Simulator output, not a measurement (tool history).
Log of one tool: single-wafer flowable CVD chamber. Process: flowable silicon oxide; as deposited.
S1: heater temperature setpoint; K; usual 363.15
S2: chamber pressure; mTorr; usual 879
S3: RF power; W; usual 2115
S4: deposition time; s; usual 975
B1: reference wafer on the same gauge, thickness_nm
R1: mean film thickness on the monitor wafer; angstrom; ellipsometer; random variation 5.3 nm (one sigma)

run 1 hour=0.0 | S1=363.15 S2=879 S3=1915 S4=1104 | B1=1153.457 | R1=11499.56
run 2 hour=58.6 | S1=363.15 S2=879 S3=1915 S4=1104 | B1=1150.345 | R1=11379.61
-- hour=77.0 gauge calibrated
run 3 hour=94.1 | S1=363.15 S2=879 S3=1915 S4=1104 | B1=1148.467 | R1=11535.36
run 4 hour=160.1 | S1=363.15 S2=879 S3=2115 S4=845 | B1=1149.638 | R1=9095.49
run 5 hour=216.0 | S1=363.15 S2=879 S3=2115 S4=845 | B1=1150.199 | R1=9221.91
-- hour=272.5 RF generator calibrated
run 6 hour=280.3 | S1=363.15 S2=879 S3=2115 S4=1055 | B1=1151.352 | R1=11374.08
-- hour=297.1 thermocouple changed; heater temperature recalibrated
run 7 hour=306.3 | S1=363.15 S2=948 S3=2115 S4=975 | B1=1152.003 | R1=11366.82
run 8 hour=376.6 | S1=363.15 S2=879 S3=1980 S4=1041 | B1=1147.431 | R1=11228.34
-- hour=391.5 capacitance manometer re-zeroed and calibrated
run 9 hour=401.8 | S1=363.15 S2=879 S3=2115 S4=784 | B1=1151.008 | R1=7970.25

The next listed run, before its measurement:
-- hour=440.3 gauge calibrated
run 10 hour=470.5 | S1=363.15 S2=879 S3=2115 S4=894 | B1=? | R1=?

B1: 1150.811
R1: 9035.18 angstrom
Without the tool's hidden state the same run would have given R1 9014.81 angstrom.

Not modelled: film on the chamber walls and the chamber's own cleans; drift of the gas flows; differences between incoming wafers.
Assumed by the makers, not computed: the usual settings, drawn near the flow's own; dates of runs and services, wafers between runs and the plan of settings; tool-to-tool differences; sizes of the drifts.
